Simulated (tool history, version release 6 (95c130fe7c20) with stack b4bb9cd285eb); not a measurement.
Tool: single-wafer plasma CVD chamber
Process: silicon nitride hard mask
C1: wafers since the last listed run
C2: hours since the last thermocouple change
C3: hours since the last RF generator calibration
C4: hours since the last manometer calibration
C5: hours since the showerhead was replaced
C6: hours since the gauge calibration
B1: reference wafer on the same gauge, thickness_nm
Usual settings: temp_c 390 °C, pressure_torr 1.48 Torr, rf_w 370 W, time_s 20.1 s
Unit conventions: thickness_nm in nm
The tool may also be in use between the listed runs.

{"run": 1, "hour": 0.0, "temp_c": 390, "pressure_torr": 1.48, "rf_w": 370, "time_s": 20.1, "C1": 0, "C2": 2691.3, "C3": 1208.9, "C4": 2128.7, "C5": 6.6, "C6": 72.3, "B1": 24.301, "thickness_nm": 25.034}
{"run": 2, "hour": 45.8, "temp_c": 390, "pressure_torr": 1.48, "rf_w": 370, "time_s": 20.1, "C1": 1326, "C2": 2737.1, "C3": 1254.7, "C4": 2174.5, "C5": 52.4, "C6": 118.1, "B1": 24.309, "thickness_nm": 24.993}
{"run": 3, "hour": 60.5, "temp_c": 390, "pressure_torr": 1.19, "rf_w": 325, "time_s": 20.1, "C1": 425, "C2": 2751.8, "C3": 1269.4, "C4": 2189.2, "C5": 67.1, "C6": 132.8, "B1": 24.3, "thickness_nm": 20.664}
{"run": 4, "hour": 70.0, "temp_c": 390, "pressure_torr": 1.19, "rf_w": 325, "time_s": 20.1, "C1": 275, "C2": 2761.3, "C3": 1278.9, "C4": 2198.7, "C5": 76.6, "C6": 142.3, "B1": 24.287, "thickness_nm": 20.685}
{"run": 5, "hour": 86.4, "temp_c": 390, "pressure_torr": 1.19, "rf_w": 325, "time_s": 20.1, "C1": 474, "C2": 2777.7, "C3": 1295.3, "C4": 2215.1, "C5": 93, "C6": 158.7, "B1": 24.303, "thickness_nm": 20.65}
{"run": 6, "hour": 102.2, "temp_c": 390, "pressure_torr": 1.48, "rf_w": 370, "time_s": 20.1, "C1": 457, "C2": 2793.5, "C3": 1311.1, "C4": 2230.9, "C5": 108.8, "C6": 174.5, "B1": 24.306, "thickness_nm": 24.973}
{"hour": 114.1, "done": "thermocouple changed; heater temperature recalibrated"}
{"run": 7, "hour": 114.6, "temp_c": 390, "pressure_torr": 1.48, "rf_w": 370, "time_s": 20.1, "C1": 127, "C2": 0.5, "C3": 1323.5, "C4": 2243.3, "C5": 121.2, "C6": 186.9, "B1": 24.301, "thickness_nm": 25.048}
{"run": 8, "hour": 123.5, "temp_c": 390, "pressure_torr": 1.48, "rf_w": 440, "time_s": 20.1, "C1": 257, "C2": 9.4, "C3": 1332.4, "C4": 2252.2, "C5": 130.1, "C6": 195.8, "B1": 24.299, "thickness_nm": 28.216}
{"run": 9, "hour": 140.1, "temp_c": 390, "pressure_torr": 1.48, "rf_w": 370, "time_s": 20.1, "C1": 480, "C2": 26, "C3": 1349, "C4": 2268.8, "C5": 146.7, "C6": 212.4, "B1": 24.297, "thickness_nm": 24.99}
{"run": 10, "hour": 154.7, "temp_c": 401, "pressure_torr": 1.83, "rf_w": 370, "time_s": 20.1, "C1": 422, "C2": 40.6, "C3": 1363.6, "C4": 2283.4, "C5": 161.3, "C6": 227, "B1": 24.293, "thickness_nm": 26.739}
{"hour": 163.5, "done": "capacitance manometer re-zeroed and calibrated"}
{"hour": 168.6, "done": "RF generator calibrated"}
{"run": 11, "hour": 169.1, "temp_c": 402, "pressure_torr": 1.48, "rf_w": 440, "time_s": 20.1, "C1": 38, "C2": 55, "C3": 0.5, "C4": 5.6, "C5": 175.7, "C6": 241.4, "B1": 24.295, "thickness_nm": 29.528}
{"run": 12, "hour": 171.7, "temp_c": 384, "pressure_torr": 1.77, "rf_w": 315, "time_s": 20.1, "C1": 75, "C2": 57.6, "C3": 3.1, "C4": 8.2, "C5": 178.3, "C6": 244, "B1": 24.309, "thickness_nm": 24.646}
{"run": 13, "hour": 182.3, "temp_c": 390, "pressure_torr": 1.48, "rf_w": 370, "time_s": 20.1, "C1": 306, "C2": 68.2, "C3": 13.7, "C4": 18.8, "C5": 188.9, "C6": 254.6, "B1": 24.289, "thickness_nm": 26.306}
{"run": 14, "hour": 189.4, "temp_c": 381, "pressure_torr": 1.77, "rf_w": 370, "time_s": 21.6, "C1": 205, "C2": 75.3, "C3": 20.8, "C4": 25.9, "C5": 196, "C6": 261.7, "B1": 24.3, "thickness_nm": 30.121}
{"run": 15, "hour": 203.7, "temp_c": 390, "pressure_torr": 1.48, "rf_w": 330, "time_s": 20.1, "C1": 414, "C2": 89.6, "C3": 35.1, "C4": 40.2, "C5": 210.3, "C6": 276, "B1": 24.291, "thickness_nm": 24.057}
{"run": 16, "hour": 216.3, "temp_c": 405, "pressure_torr": 1.71, "rf_w": 395, "time_s": 18.4, "C1": 364, "C2": 102.2, "C3": 47.7, "C4": 52.8, "C5": 222.9, "C6": 288.6, "B1": 24.298, "thickness_nm": 26.245}
{"run": 17, "hour": 224.8, "temp_c": 390, "pressure_torr": 1.48, "rf_w": 370, "time_s": 20.1, "C1": 246, "C2": 110.7, "C3": 56.2, "C4": 61.3, "C5": 231.4, "C6": 297.1, "B1": 24.298, "thickness_nm": 26.202}
{"run": 18, "hour": 240.0, "temp_c": 390, "pressure_torr": 1.19, "rf_w": 325, "time_s": 20.1, "C1": 440, "C2": 125.9, "C3": 71.4, "C4": 76.5, "C5": 246.6, "C6": 312.3, "B1": 24.296, "thickness_nm": 21.778}
{"run": 19, "hour": 257.0, "temp_c": 403, "pressure_torr": 1.69, "rf_w": 300, "time_s": 22.9, "C1": 492, "C2": 142.9, "C3": 88.4, "C4": 93.5, "C5": 263.6, "C6": 329.3, "B1": 24.299, "thickness_nm": 26.141}
{"run": 20, "hour": 273.8, "temp_c": 384, "pressure_torr": 1.61, "rf_w": 335, "time_s": 22.7, "C1": 486, "C2": 159.7, "C3": 105.2, "C4": 110.3, "C5": 280.4, "C6": 346.1, "B1": 24.291, "thickness_nm": 28.164}
{"run": 21, "hour": 287.0, "temp_c": 390, "pressure_torr": 1.48, "rf_w": 440, "time_s": 20.1, "C1": 382, "C2": 172.9, "C3": 118.4, "C4": 123.5, "C5": 293.6, "C6": 359.3, "B1": 24.303, "thickness_nm": 29.432}
{"run": 22, "hour": 298.0, "temp_c": 383, "pressure_torr": 1.12, "rf_w": 300, "time_s": 17, "C1": 318, "C2": 183.9, "C3": 129.4, "C4": 134.5, "C5": 304.6, "C6": 370.3, "B1": 24.3, "thickness_nm": 16.783}
{"run": 23, "hour": 309.4, "temp_c": 390, "pressure_torr": 1.12, "rf_w": 345, "time_s": 16.9, "C1": 330, "C2": 195.3, "C3": 140.8, "C4": 145.9, "C5": 316, "C6": 381.7, "B1": 24.308, "thickness_nm": 18.67}
{"run": 24, "hour": 320.0, "temp_c": 390, "pressure_torr": 1.48, "rf_w": 370, "time_s": 20.1, "C1": 306, "C2": 205.9, "C3": 151.4, "C4": 156.5, "C5": 326.6, "C6": 392.3, "B1": 24.318, "thickness_nm": 26.032}
{"run": 25, "hour": 334.9, "temp_c": 390, "pressure_torr": 1.48, "rf_w": 370, "time_s": 20.1, "C1": 431, "C2": 220.8, "C3": 166.3, "C4": 171.4, "C5": 341.5, "C6": 407.2, "B1": 24.306, "thickness_nm": 26.04}
{"run": 26, "hour": 342.9, "temp_c": 402, "pressure_torr": 1.48, "rf_w": 370, "time_s": 20.1, "C1": 231, "C2": 228.8, "C3": 174.3, "C4": 179.4, "C5": 349.5, "C6": 415.2, "B1": 24.3, "thickness_nm": 25.914}
{"run": 27, "hour": 355.9, "temp_c": 394, "pressure_torr": 1.48, "rf_w": 305, "time_s": 20.1, "C1": 376, "C2": 241.8, "C3": 187.3, "C4": 192.4, "C5": 362.5, "C6": 428.2, "B1": 24.301, "thickness_nm": 22.251}
{"run": 28, "hour": 366.1, "temp_c": 390, "pressure_torr": 1.23, "rf_w": 320, "time_s": 20.1, "C1": 295, "C2": 252, "C3": 197.5, "C4": 202.6, "C5": 372.7, "C6": 438.4, "B1": 24.287, "thickness_nm": 21.622}

Run by run, hidden condition taken away, random variation retained:
Hidden state at play: wafer temperature above the value expected at the setpoint (K); delivered RF power above the setpoint (%); true pressure above the setpoint (%); gauge reads high (%).
run=1 thickness_nm=26.325
run=2 thickness_nm=26.29
run=3 thickness_nm=21.84
run=4 thickness_nm=21.864
run=5 thickness_nm=21.83
run=6 thickness_nm=26.278
run=7 thickness_nm=26.36
run=8 thickness_nm=29.657
run=9 thickness_nm=26.303
run=10 thickness_nm=28.074
run=11 thickness_nm=29.541
run=12 thickness_nm=24.667
run=13 thickness_nm=26.344
run=14 thickness_nm=30.178
run=15 thickness_nm=24.128
run=16 thickness_nm=26.333
run=17 thickness_nm=26.31
run=18 thickness_nm=21.896
run=19 thickness_nm=26.305
run=20 thickness_nm=28.367
run=21 thickness_nm=29.651
run=22 thickness_nm=16.939
run=23 thickness_nm=18.848
run=24 thickness_nm=26.283
run=25 thickness_nm=26.312
run=26 thickness_nm=26.196
run=27 thickness_nm=22.52
run=28 thickness_nm=21.895
